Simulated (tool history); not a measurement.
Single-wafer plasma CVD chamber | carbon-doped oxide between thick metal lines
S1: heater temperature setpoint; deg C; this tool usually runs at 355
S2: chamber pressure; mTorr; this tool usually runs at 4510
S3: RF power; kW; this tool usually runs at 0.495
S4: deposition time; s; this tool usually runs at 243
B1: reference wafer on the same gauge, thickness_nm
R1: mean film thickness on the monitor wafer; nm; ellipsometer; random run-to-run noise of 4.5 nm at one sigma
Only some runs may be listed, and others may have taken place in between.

Run 1, hour 0.0: usual settings; B1 1099.846. Result: R1 1037.221 nm.
Run 2, hour 58.3: usual settings but S4 273 s; B1 1100.394. Result: R1 1165.614 nm.
At hour 92.4: gauge calibrated.
Run 3, hour 106.4: usual settings but S4 273 s; B1 1099.931. Result: R1 1158.339 nm.
Run 4, hour 158.9: usual settings but S4 273 s; B1 1099.632. Result: R1 1146.207 nm.
At hour 171.2: capacitance manometer re-zeroed and calibrated.
At hour 191.5: thermocouple changed; heater temperature recalibrated.
Run 5, hour 213.1: usual settings but S3 0.570 kW; B1 1100.825. Result: R1 1106.690 nm.
Run 6, hour 248.3: usual settings but S1 347 deg C, S2 3650 mTorr, S4 263 s; B1 1100.670. Result: R1 1098.387 nm.
Run 7, hour 304.2: usual settings but S4 268 s; B1 1099.000. Result: R1 1129.715 nm.
At hour 328.0: RF generator calibrated.
Run 8, hour 337.1: usual settings but S1 341 deg C, S2 5390 mTorr, S3 0.425 kW; B1 1100.214. Result: R1 966.311 nm.
Run 9, hour 375.5: usual settings but S1 369 deg C; B1 1099.337. Result: R1 978.710 nm.
Run 10, hour 434.8: usual settings but S1 347 deg C, S2 3650 mTorr, S4 263 s; B1 1099.111. Result: R1 1079.693 nm.
Run 11, hour 471.8: usual settings; B1 1100.610. Result: R1 1000.255 nm.
Run 12, hour 531.0: usual settings but S2 5600 mTorr, S3 0.425 kW; B1 1100.947. Result: R1 932.503 nm.
Run 13, hour 601.8: usual settings but S1 350 deg C, S2 3720 mTorr, S3 0.470 kW, S4 262 s; B1 1099.783. Result: R1 1020.129 nm.
Run 14, hour 669.9: usual settings but S1 345 deg C, S2 3670 mTorr, S3 0.430 kW, S4 256 s; B1 1099.562. Result: R1 958.658 nm.
Run 15, hour 739.3: usual settings but S2 3990 mTorr, S4 266 s; B1 1099.280. Result: R1 1066.303 nm.
At hour 750.0: RF generator calibrated, repeated, since the last time left the tool worse.
Run 16, hour 801.6: usual settings but S1 343 deg C, S3 0.405 kW, S4 257 s; B1 1099.771. Result: R1 1021.326 nm.
Run 17, hour 863.3: usual settings but S1 363 deg C; B1 1099.535. Result: R1 1043.412 nm.
Run 18, hour 901.1: usual settings but S1 369 deg C; B1 1099.183. Result: R1 1025.017 nm.
Run 19, hour 928.9: usual settings; B1 1098.993. Result: R1 1049.315 nm.
Run 20, hour 980.7: usual settings but S4 207 s; B1 1099.725. Result: R1 899.502 nm.
Run 21, hour 1016.2: usual settings but S2 3400 mTorr; B1 1100.513. Result: R1 1017.191 nm.
Run 22, hour 1040.7: usual settings; B1 1098.780. Result: R1 1044.603 nm.
Run 23, hour 1096.5: usual settings but S1 343 deg C, S3 0.400 kW, S4 274 s; B1 1100.891. Result: R1 1073.099 nm.
Run 24, hour 1141.6: usual settings but S1 368 deg C, S2 3440 mTorr; B1 1100.756. Result: R1 988.872 nm.
Run 25, hour 1176.8: usual settings but S1 346 deg C; B1 1099.094. Result: R1 1064.166 nm.
Run 26, hour 1241.2: usual settings but S1 348 deg C, S2 3960 mTorr, S3 0.575 kW, S4 283 s; B1 1098.930. Result: R1 1318.549 nm.
Run 27, hour 1310.4: usual settings but S1 369 deg C; B1 1100.992. Result: R1 1015.986 nm.

Below are 5 alternative next runs, each starting from the tool's condition after run 27. Predict each:
Run A, hour 1310.9: usual settings but S3 0.580 kW; B1 ?. Result: R1 ?.
Run B, hour 1310.9: usual settings but S2 5140 mTorr, S4 269 s; B1 ?. Result: R1 ?.
Run C, hour 1310.9: usual settings but S3 0.410 kW; B1 ?. Result: R1 ?.
Run D, hour 1310.9: usual settings but S3 0.405 kW, S4 224 s; B1 ?. Result: R1 ?.
Run E, hour 1310.9: usual settings but S1 367 deg C, S2 4190 mTorr, S3 0.530 kW; B1 ?. Result: R1 ?.

run        B1        R1
  A  1100.672  1139.197
  B  1100.672  1177.408
  C  1100.672   934.081
  D  1100.672   854.644
  E  1100.672  1048.552
Take away the tool's hidden state, keep each run's random variation, and the runs would have read:
run        R1
  A  1150.296
  B  1189.510
  C   945.232
  D   864.847
  E  1059.097
